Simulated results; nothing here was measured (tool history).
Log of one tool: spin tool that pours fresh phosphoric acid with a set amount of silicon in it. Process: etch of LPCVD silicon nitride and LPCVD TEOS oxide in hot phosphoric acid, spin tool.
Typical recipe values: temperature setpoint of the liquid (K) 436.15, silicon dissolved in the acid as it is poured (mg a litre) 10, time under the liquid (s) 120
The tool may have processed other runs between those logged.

| run | hour | temperature setpoint of the liquid (K) | silicon dissolved in the acid as it is poured (mg a litre) | time under the liquid (s) | wafers since the last listed run | hours since the thermometer was replaced | hours since the dissolved silicon flow meter was replaced | hours since the heated supply line was repaired | hours since the gauge calibration | read-back film thickness of the LPCVD silicon nitride reference wafer, read on the same gauge (nm) | read-back film thickness of the LPCVD TEOS oxide reference wafer, read on the same gauge (nm) | thickness taken off the LPCVD silicon nitride on a monitor wafer (nm) | thickness taken off the LPCVD TEOS oxide on a monitor wafer (nm) |
|---|---|---|---|---|---|---|---|---|---|---|---|---|---|
| 1 | 0 | 434.15 | 10 | 120 | 0 | 1551.4 | 937.4 | 498.5 | 1578.6 | 50.01 | 139.999 | 11.35 | 0.346 |
| 2 | 51.3 | 434.15 | 10 | 120 | 323 | 1602.7 | 988.7 | 549.8 | 1629.9 | 49.98 | 139.946 | 11.4 | 0.344 |
| 3 | 89.1 | 436.15 | 12 | 120 | 238 | 1640.5 | 1026.5 | 587.6 | 1667.7 | 50.01 | 140.012 | 11.97 | 0.372 |
|  | 122.4 | thermometer replaced |
| 4 | 127.3 | 436.15 | 10 | 120 | 234 | 4.9 | 1064.7 | 625.8 | 1705.9 | 49.99 | 139.935 | 12.51 | 0.456 |
|  | 141.9 | gauge calibrated |
| 5 | 191.2 | 438.65 | 16 | 175 | 403 | 68.8 | 1128.6 | 689.7 | 49.3 | 49.98 | 140.009 | 19.74 | 0.662 |
| 6 | 260.1 | 436.15 | 10 | 120 | 434 | 137.7 | 1197.5 | 758.6 | 118.2 | 50.02 | 140.029 | 12.42 | 0.477 |
|  | 287.6 | heated supply line repaired |
| 7 | 289.7 | 434.15 | 5.5 | 75 | 180 | 167.3 | 1227.1 | 2.1 | 147.8 | 50.01 | 139.977 | 7.24 | 0.257 |
| 8 | 331.5 | 436.15 | 10 | 120 | 263 | 209.1 | 1268.9 | 43.9 | 189.6 | 49.99 | 139.975 | 12.28 | 0.429 |
| 9 | 357.8 | 437.65 | 7 | 145 | 165 | 235.4 | 1295.2 | 70.2 | 215.9 | 49.99 | 139.958 | 15.76 | 0.653 |
| 10 | 392.3 | 438.15 | 6.5 | 120 | 217 | 269.9 | 1329.7 | 104.7 | 250.4 | 50 | 140.03 | 13.21 | 0.555 |
| 11 | 418 | 436.15 | 10 | 120 | 162 | 295.6 | 1355.4 | 130.4 | 276.1 | 50 | 140.008 | 12.31 | 0.442 |
| 12 | 445.8 | 437.65 | 10 | 95 | 175 | 323.4 | 1383.2 | 158.2 | 303.9 | 50.01 | 139.968 | 10.25 | 0.377 |
| 13 | 516.3 | 436.15 | 10 | 120 | 444 | 393.9 | 1453.7 | 228.7 | 374.4 | 50 | 139.997 | 12.48 | 0.454 |
| 14 | 577.1 | 437.65 | 5.5 | 120 | 383 | 454.7 | 1514.5 | 289.5 | 435.2 | 50.01 | 140.037 | 13.05 | 0.575 |
|  | 617.6 | dissolved silicon flow meter replaced |
| 15 | 636.5 | 435.15 | 18 | 65 | 368 | 514.1 | 18.9 | 348.9 | 494.6 | 50.02 | 139.968 | 6.52 | 0.178 |
| 16 | 682 | 437.65 | 15.5 | 120 | 287 | 559.6 | 64.4 | 394.4 | 540.1 | 50.01 | 140.025 | 12.92 | 0.408 |
| 17 | 732.5 | 436.15 | 10 | 120 | 318 | 610.1 | 114.9 | 444.9 | 590.6 | 49.99 | 139.994 | 12.23 | 0.448 |
| 18 | 769.1 | 436.15 | 10 | 120 | 230 | 646.7 | 151.5 | 481.5 | 627.2 | 49.99 | 139.993 | 12.39 | 0.441 |
| 19 | 837 | 439.15 | 13.5 | 120 | 428 | 714.6 | 219.4 | 549.4 | 695.1 | 50.01 | 140.01 | 13.53 | 0.495 |
| 20 | 881.4 | 434.65 | 15.5 | 150 | 280 | 759 | 263.8 | 593.8 | 739.5 | 49.98 | 140.024 | 14.48 | 0.44 |
| 21 | 952.9 | 437.15 | 10 | 50 | 451 | 830.5 | 335.3 | 665.3 | 811 | 50 | 140.018 | 5.26 | 0.179 |

Below are 5 alternative next runs, each starting from the tool's condition after run 21. Predict each:
| A | 953.4 | 435.15 | 10 | 120 | 3 | 831 | 335.8 | 665.8 | 811.5 | ? | ? | ? | ? |
| B | 953.4 | 434.15 | 3.5 | 65 | 3 | 831 | 335.8 | 665.8 | 811.5 | ? | ? | ? | ? |
| C | 953.4 | 436.15 | 7.5 | 155 | 3 | 831 | 335.8 | 665.8 | 811.5 | ? | ? | ? | ? |
| D | 953.4 | 437.65 | 10 | 120 | 3 | 831 | 335.8 | 665.8 | 811.5 | ? | ? | ? | ? |
| E | 953.4 | 434.65 | 5.5 | 85 | 3 | 831 | 335.8 | 665.8 | 811.5 | ? | ? | ? | ? |

| run | read-back film thickness of the LPCVD silicon nitride reference wafer, read on the same gauge (nm) | read-back film thickness of the LPCVD TEOS oxide reference wafer, read on the same gauge (nm) | thickness taken off the LPCVD silicon nitride on a monitor wafer (nm) | thickness taken off the LPCVD TEOS oxide on a monitor wafer (nm) |
|---|---|---|---|---|
| A | 50.02 | 139.998 | 11.86 | 0.441 |
| B | 50.02 | 139.998 | 6.21 | 0.254 |
| C | 50.02 | 139.998 | 15.83 | 0.647 |
| D | 50.02 | 139.998 | 12.88 | 0.53 |
| E | 50.02 | 139.998 | 8.26 | 0.331 |
Had the tool no hidden state, the same runs would have come out as:
| run | thickness taken off the LPCVD silicon nitride on a monitor wafer (nm) | thickness taken off the LPCVD TEOS oxide on a monitor wafer (nm) |
|---|---|---|
| A | 12.16 | 0.467 |
| B | 6.37 | 0.269 |
| C | 16.24 | 0.685 |
| D | 13.21 | 0.56 |
| E | 8.47 | 0.351 |
